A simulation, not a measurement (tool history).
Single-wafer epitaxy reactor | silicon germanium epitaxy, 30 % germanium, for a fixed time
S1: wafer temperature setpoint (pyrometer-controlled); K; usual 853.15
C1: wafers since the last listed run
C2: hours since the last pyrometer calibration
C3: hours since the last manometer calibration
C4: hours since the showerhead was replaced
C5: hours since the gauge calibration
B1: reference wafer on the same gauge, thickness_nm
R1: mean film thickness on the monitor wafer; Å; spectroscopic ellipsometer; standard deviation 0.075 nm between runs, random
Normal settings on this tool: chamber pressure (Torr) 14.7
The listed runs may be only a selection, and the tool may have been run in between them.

{"run": 1, "hour": 0.0, "S1": 853.15, "chamber pressure (Torr)": 14.7, "C1": 0, "C2": 1880.3, "C3": 2592.5, "C4": 3824.9, "C5": 181.2, "B1": 27.893, "R1": 328.07}
{"run": 2, "hour": 35.3, "S1": 853.15, "chamber pressure (Torr)": 14.7, "C1": 652, "C2": 1915.6, "C3": 2627.8, "C4": 3860.2, "C5": 216.5, "B1": 27.903, "R1": 327.94}
{"run": 3, "hour": 68.2, "S1": 853.15, "chamber pressure (Torr)": 11.8, "C1": 607, "C2": 1948.5, "C3": 2660.7, "C4": 3893.1, "C5": 249.4, "B1": 27.904, "R1": 294.05}
{"run": 4, "hour": 103.2, "S1": 853.15, "chamber pressure (Torr)": 11.8, "C1": 646, "C2": 1983.5, "C3": 2695.7, "C4": 3928.1, "C5": 284.4, "B1": 27.922, "R1": 294.58}
{"run": 5, "hour": 135.0, "S1": 853.15, "chamber pressure (Torr)": 14.7, "C1": 587, "C2": 2015.3, "C3": 2727.5, "C4": 3959.9, "C5": 316.2, "B1": 27.911, "R1": 327.17}
{"run": 6, "hour": 185.0, "S1": 853.15, "chamber pressure (Torr)": 14.7, "C1": 923, "C2": 2065.3, "C3": 2777.5, "C4": 4009.9, "C5": 366.2, "B1": 27.907, "R1": 326.06}
{"run": 7, "hour": 250.4, "S1": 853.15, "chamber pressure (Torr)": 14.7, "C1": 1207, "C2": 2130.7, "C3": 2842.9, "C4": 4075.3, "C5": 431.6, "B1": 27.888, "R1": 325.86}
{"run": 8, "hour": 277.0, "S1": 865.15, "chamber pressure (Torr)": 14.7, "C1": 491, "C2": 2157.3, "C3": 2869.5, "C4": 4101.9, "C5": 458.2, "B1": 27.896, "R1": 421.14}
{"run": 9, "hour": 383.1, "S1": 853.15, "chamber pressure (Torr)": 14.7, "C1": 1959, "C2": 2263.4, "C3": 2975.6, "C4": 4208, "C5": 564.3, "B1": 27.909, "R1": 324.48}
{"run": 10, "hour": 411.0, "S1": 853.15, "chamber pressure (Torr)": 14.7, "C1": 515, "C2": 2291.3, "C3": 3003.5, "C4": 4235.9, "C5": 592.2, "B1": 27.905, "R1": 324.58}
{"hour": 426.0, "done": "capacitance manometer re-zeroed and calibrated"}
{"hour": 439.7, "done": "pyrometer calibrated"}
{"hour": 480.8, "done": "showerhead replaced"}
{"run": 11, "hour": 481.3, "S1": 853.15, "chamber pressure (Torr)": 14.7, "C1": 855, "C2": 41.6, "C3": 55.3, "C4": 0.5, "C5": 662.5, "B1": 27.884, "R1": 335.83}
{"run": 12, "hour": 522.7, "S1": 853.15, "chamber pressure (Torr)": 14.7, "C1": 764, "C2": 83, "C3": 96.7, "C4": 41.9, "C5": 703.9, "B1": 27.905, "R1": 335.1}
{"run": 13, "hour": 587.2, "S1": 853.15, "chamber pressure (Torr)": 14.7, "C1": 1191, "C2": 147.5, "C3": 161.2, "C4": 106.4, "C5": 768.4, "B1": 27.904, "R1": 337.05}
{"run": 14, "hour": 648.8, "S1": 864.15, "chamber pressure (Torr)": 14.7, "C1": 1137, "C2": 209.1, "C3": 222.8, "C4": 168, "C5": 830, "B1": 27.905, "R1": 427.34}
{"run": 15, "hour": 719.5, "S1": 864.15, "chamber pressure (Torr)": 14.7, "C1": 1305, "C2": 279.8, "C3": 293.5, "C4": 238.7, "C5": 900.7, "B1": 27.9, "R1": 425.92}
{"run": 16, "hour": 761.8, "S1": 853.15, "chamber pressure (Torr)": 12.8, "C1": 781, "C2": 322.1, "C3": 335.8, "C4": 281, "C5": 943, "B1": 27.901, "R1": 314.43}
{"run": 17, "hour": 790.9, "S1": 858.15, "chamber pressure (Torr)": 11, "C1": 537, "C2": 351.2, "C3": 364.9, "C4": 310.1, "C5": 972.1, "B1": 27.894, "R1": 324.47}
{"run": 18, "hour": 840.0, "S1": 853.15, "chamber pressure (Torr)": 11.6, "C1": 906, "C2": 400.3, "C3": 414, "C4": 359.2, "C5": 1021.2, "B1": 27.917, "R1": 297.89}
{"hour": 870.5, "done": "gauge calibrated"}
{"run": 19, "hour": 890.9, "S1": 863.15, "chamber pressure (Torr)": 11.6, "C1": 940, "C2": 451.2, "C3": 464.9, "C4": 410.1, "C5": 20.4, "B1": 27.895, "R1": 372.1}
{"run": 20, "hour": 951.6, "S1": 853.15, "chamber pressure (Torr)": 14.7, "C1": 1121, "C2": 511.9, "C3": 525.6, "C4": 470.8, "C5": 81.1, "B1": 27.877, "R1": 337.46}
{"run": 21, "hour": 1011.6, "S1": 853.15, "chamber pressure (Torr)": 14.7, "C1": 1108, "C2": 571.9, "C3": 585.6, "C4": 530.8, "C5": 141.1, "B1": 27.903, "R1": 336.87}
{"run": 22, "hour": 1077.7, "S1": 853.15, "chamber pressure (Torr)": 14.7, "C1": 1220, "C2": 638, "C3": 651.7, "C4": 596.9, "C5": 207.2, "B1": 27.892, "R1": 336.19}
{"run": 23, "hour": 1130.9, "S1": 853.15, "chamber pressure (Torr)": 14.7, "C1": 982, "C2": 691.2, "C3": 704.9, "C4": 650.1, "C5": 260.4, "B1": 27.909, "R1": 334.95}
{"run": 24, "hour": 1165.3, "S1": 848.15, "chamber pressure (Torr)": 14.7, "C1": 635, "C2": 725.6, "C3": 739.3, "C4": 684.5, "C5": 294.8, "B1": 27.899, "R1": 300.19}
{"run": 25, "hour": 1195.2, "S1": 861.15, "chamber pressure (Torr)": 18.3, "C1": 552, "C2": 755.5, "C3": 769.2, "C4": 714.4, "C5": 324.7, "B1": 27.917, "R1": 442.88}
{"run": 26, "hour": 1258.0, "S1": 840.15, "chamber pressure (Torr)": 14.7, "C1": 1159, "C2": 818.3, "C3": 832, "C4": 777.2, "C5": 387.5, "B1": 27.893, "R1": 251.01}
{"run": 27, "hour": 1300.6, "S1": 859.15, "chamber pressure (Torr)": 16.8, "C1": 786, "C2": 860.9, "C3": 874.6, "C4": 819.8, "C5": 430.1, "B1": 27.897, "R1": 404.74}
{"run": 28, "hour": 1344.3, "S1": 845.15, "chamber pressure (Torr)": 12.9, "C1": 807, "C2": 904.6, "C3": 918.3, "C4": 863.5, "C5": 473.8, "B1": 27.908, "R1": 263.5}
{"run": 29, "hour": 1390.4, "S1": 861.15, "chamber pressure (Torr)": 15.8, "C1": 851, "C2": 950.7, "C3": 964.4, "C4": 909.6, "C5": 519.9, "B1": 27.906, "R1": 412.25}

The next listed run, before its measurement:
{"run": 30, "hour": 1432.2, "S1": 853.15, "chamber pressure (Torr)": 12.8, "C1": 772, "C2": 992.5, "C3": 1006.2, "C4": 951.4, "C5": 561.7, "B1": "?", "R1": "?"}

{"run 30": {"B1": 27.9, "R1": 313.51}}
Were there no unlogged condition in the tool, this run, its random variation unchanged, would have produced R1 317.54 Å.
